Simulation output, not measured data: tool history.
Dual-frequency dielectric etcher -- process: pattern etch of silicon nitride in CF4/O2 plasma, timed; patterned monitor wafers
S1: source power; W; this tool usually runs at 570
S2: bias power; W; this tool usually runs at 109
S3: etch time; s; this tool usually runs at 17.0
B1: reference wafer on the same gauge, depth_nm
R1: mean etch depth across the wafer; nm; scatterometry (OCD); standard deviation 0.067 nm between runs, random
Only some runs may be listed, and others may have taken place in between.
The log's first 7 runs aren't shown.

run	hour	S1	S2	S3	B1	R1
8	360.5	520	109	13.5	30.49	22.46
9	377.3	520	109	13.5	30.51	22.44
10	394.4	650	86	13.5	30.50	26.85
11	418.4	670	109	17.0	30.50	36.89
12	437.3	570	132	22.0	30.51	42.43
13	457.2	620	120	17.0	30.49	34.84
# hour 476.6: bias power generator calibrated
14	477.1	570	95	17.0	30.48	30.40
# hour 483.9: gauge calibrated
15	490.0	460	109	21.5	30.49	31.57
16	503.1	570	109	17.0	30.50	31.62
17	535.4	570	123	20.0	30.50	38.33
# hour 649.8: wet clean of the chamber
18	650.3	570	109	17.0	30.51	31.37
19	667.9	450	109	15.0	30.49	21.32
20	694.4	570	135	15.5	30.49	30.24

What does the tool deliver on the next run?
21	723.5	690	93	15.0	?	?

Logged for run 21: B1 30.49, R1 32.48 nm.
Were there no unlogged condition in the tool, this run, its random variation unchanged, would have produced R1 32.99 nm.
